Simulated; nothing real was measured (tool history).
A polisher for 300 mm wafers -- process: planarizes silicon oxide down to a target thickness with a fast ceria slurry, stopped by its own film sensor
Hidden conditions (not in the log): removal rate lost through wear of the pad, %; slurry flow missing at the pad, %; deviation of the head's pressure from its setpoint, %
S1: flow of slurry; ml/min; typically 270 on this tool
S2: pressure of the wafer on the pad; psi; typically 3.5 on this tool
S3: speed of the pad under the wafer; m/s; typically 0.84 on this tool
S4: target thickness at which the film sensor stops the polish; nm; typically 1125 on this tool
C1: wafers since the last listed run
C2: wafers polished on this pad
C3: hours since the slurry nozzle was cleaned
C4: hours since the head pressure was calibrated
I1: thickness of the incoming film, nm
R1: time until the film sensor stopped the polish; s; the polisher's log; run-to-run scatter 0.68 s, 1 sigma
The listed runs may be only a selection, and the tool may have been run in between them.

run 1 hour=0 | S1=270 S2=3.5 S3=0.76 S4=1125 | C1=0 C2=575 C3=361 C4=133.3 | I1=1708.9 | R1=57.2
-- hour=7.9 slurry nozzle cleaned
run 2 hour=37.9 | S1=270 S2=3.5 S3=0.76 S4=1125 | C1=399 C2=974 C3=30 C4=171.2 | I1=1760.4 | R1=55.7
run 3 hour=80.1 | S1=270 S2=3.5 S3=0.76 S4=1125 | C1=456 C2=1431 C3=72.2 C4=213.4 | I1=1728.7 | R1=52.9
-- hour=124 worn pad replaced by a new one
run 4 hour=126.3 | S1=270 S2=3.5 S3=0.84 S4=1125 | C1=456 C2=24 C3=118.4 C4=259.6 | I1=1733 | R1=47.5
run 5 hour=192.8 | S1=270 S2=3.5 S3=0.84 S4=1125 | C1=720 C2=744 C3=184.9 C4=326.1 | I1=1724.5 | R1=48.5
run 6 hour=244.3 | S1=270 S2=3.5 S3=0.84 S4=1125 | C1=557 C2=1302 C3=236.4 C4=377.6 | I1=1735.3 | R1=49.5
-- hour=289.2 slurry nozzle cleaned
-- hour=308.8 worn pad replaced by a new one
run 7 hour=309.3 | S1=270 S2=3.5 S3=0.84 S4=1125 | C1=649 C2=5 C3=20.1 C4=442.6 | I1=1739.9 | R1=48.8
run 8 hour=347.8 | S1=270 S2=3.5 S3=0.84 S4=1125 | C1=416 C2=422 C3=58.6 C4=481.1 | I1=1745.2 | R1=49
run 9 hour=407.3 | S1=270 S2=3.5 S3=0.84 S4=1125 | C1=644 C2=1066 C3=118.1 C4=540.6 | I1=1756.3 | R1=49.8
run 10 hour=440.6 | S1=270 S2=3.5 S3=0.84 S4=1125 | C1=360 C2=1427 C3=151.4 C4=573.9 | I1=1771.8 | R1=51.8
run 11 hour=468.2 | S1=270 S2=3.5 S3=0.84 S4=1125 | C1=298 C2=1726 C3=179 C4=601.5 | I1=1735.4 | R1=48
-- hour=497.1 worn pad replaced by a new one
-- hour=522.3 head pressure recalibrated
run 12 hour=532.9 | S1=270 S2=4.3 S3=0.84 S4=1125 | C1=635 C2=366 C3=243.7 C4=10.6 | I1=1754.9 | R1=42.6
run 13 hour=560.2 | S1=270 S2=4.3 S3=0.84 S4=1125 | C1=295 C2=661 C3=271 C4=37.9 | I1=1712.5 | R1=39.7
run 14 hour=590.9 | S1=270 S2=2.8 S3=0.94 S4=1326 | C1=332 C2=994 C3=301.7 C4=68.6 | I1=1716.3 | R1=36.3
run 15 hour=615.7 | S1=270 S2=3.5 S3=0.84 S4=1125 | C1=268 C2=1262 C3=326.5 C4=93.4 | I1=1741.4 | R1=53.2
-- hour=638.9 slurry nozzle cleaned
run 16 hour=657.2 | S1=270 S2=3.5 S3=0.84 S4=1125 | C1=438 C2=1701 C3=18.3 C4=134.9 | I1=1743.1 | R1=49.1
-- hour=669.5 worn pad replaced by a new one
run 17 hour=695.7 | S1=270 S2=3.5 S3=0.98 S4=1125 | C1=373 C2=284 C3=56.8 C4=173.4 | I1=1733.2 | R1=41.3
run 18 hour=734.6 | S1=240 S2=2.6 S3=0.84 S4=1125 | C1=421 C2=705 C3=95.7 C4=212.3 | I1=1762.8 | R1=69.9
run 19 hour=758.8 | S1=205 S2=3.5 S3=0.84 S4=1125 | C1=262 C2=967 C3=119.9 C4=236.5 | I1=1772.5 | R1=52.9
run 20 hour=812.2 | S1=360 S2=3.5 S3=0.84 S4=1125 | C1=578 C2=1545 C3=173.3 C4=289.9 | I1=1715.8 | R1=44.6
run 21 hour=840.4 | S1=270 S2=4.6 S3=1.12 S4=1125 | C1=305 C2=1850 C3=201.5 C4=318.1 | I1=1744.1 | R1=28.3

Branching from run 21: 4 alternative next runs. What would each branch give?
run A hour=840.8 | S1=270 S2=3.5 S3=0.84 S4=1125 | C1=4 C2=1855 C3=201.9 C4=318.5 | I1=1769.6 | R1=?
run B hour=840.8 | S1=270 S2=3.1 S3=0.84 S4=1125 | C1=4 C2=1855 C3=201.9 C4=318.5 | I1=1769.6 | R1=?
run C hour=840.8 | S1=270 S2=3.2 S3=0.84 S4=1125 | C1=4 C2=1855 C3=201.9 C4=318.5 | I1=1769.6 | R1=?
run D hour=840.8 | S1=355 S2=3.5 S3=1 S4=970 | C1=4 C2=1855 C3=201.9 C4=318.5 | I1=1769.6 | R1=?

run=A R1=51.3
run=B R1=57.7
run=C R1=55.9
run=D R1=51.8
Without the tool's unlogged condition, the same runs would have read:
run=A R1=50.2
run=B R1=56.5
run=C R1=54.8
run=D R1=51
